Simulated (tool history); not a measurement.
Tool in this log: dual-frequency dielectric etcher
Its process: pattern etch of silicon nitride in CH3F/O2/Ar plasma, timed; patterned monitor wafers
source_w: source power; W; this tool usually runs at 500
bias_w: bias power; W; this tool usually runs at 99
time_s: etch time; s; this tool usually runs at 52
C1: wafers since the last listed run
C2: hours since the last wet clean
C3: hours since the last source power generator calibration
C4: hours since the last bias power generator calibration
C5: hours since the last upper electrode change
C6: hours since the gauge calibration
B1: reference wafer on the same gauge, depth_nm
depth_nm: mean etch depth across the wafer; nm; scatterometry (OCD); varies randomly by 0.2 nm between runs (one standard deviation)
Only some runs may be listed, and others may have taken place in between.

Run 1, hour 0: usual settings but source_w 580 W, bias_w 119 W; C1 0; C2 314; C3 4695.8; C4 2379.2; C5 3613.1; C6 190.9; B1 50.3. Result: depth_nm 52.34 nm.
Run 2, hour 14.8: usual settings but source_w 580 W, bias_w 119 W; C1 123; C2 328.8; C3 4710.6; C4 2394; C5 3627.9; C6 205.7; B1 50.35. Result: depth_nm 52.08 nm.
Run 3, hour 28: usual settings but source_w 580 W, bias_w 119 W; C1 110; C2 342; C3 4723.8; C4 2407.2; C5 3641.1; C6 218.9; B1 50.29. Result: depth_nm 51.74 nm.
Run 4, hour 37.3: usual settings; C1 77; C2 351.3; C3 4733.1; C4 2416.5; C5 3650.4; C6 228.2; B1 50.33. Result: depth_nm 45.91 nm.
Run 5, hour 49: usual settings; C1 97; C2 363; C3 4744.8; C4 2428.2; C5 3662.1; C6 239.9; B1 50.31. Result: depth_nm 46.09 nm.
Run 6, hour 60.3: usual settings; C1 94; C2 374.3; C3 4756.1; C4 2439.5; C5 3673.4; C6 251.2; B1 50.31. Result: depth_nm 45.81 nm.
Run 7, hour 77.5: usual settings; C1 143; C2 391.5; C3 4773.3; C4 2456.7; C5 3690.6; C6 268.4; B1 50.26. Result: depth_nm 45.82 nm.
At hour 80.5: gauge calibrated.
At hour 81.7: source power generator calibrated.
At hour 100.1: bias power generator calibrated.
At hour 104.3: wet clean of the chamber.
Run 8, hour 104.8: usual settings but source_w 570 W, bias_w 92 W, time_s 44 s; C1 125; C2 0.5; C3 23.1; C4 4.7; C5 3717.9; C6 24.3; B1 50.37. Result: depth_nm 41.59 nm.
At hour 131.4: upper electrode replaced.
Run 9, hour 131.9: usual settings but bias_w 107 W; C1 25; C2 27.6; C3 50.2; C4 31.8; C5 0.5; C6 51.4; B1 50.26. Result: depth_nm 48.65 nm.

The next listed run, before its measurement:
Run 10, hour 132.2: usual settings but bias_w 81 W; C1 2; C2 27.9; C3 50.5; C4 32.1; C5 0.8; C6 51.7; B1 ?. Result: depth_nm ?.

Run 10 produced B1 50.31, depth_nm 44.56 nm.
On a tool with no hidden condition, and with the same random variation, this run would have come out at depth_nm 44.83 nm.
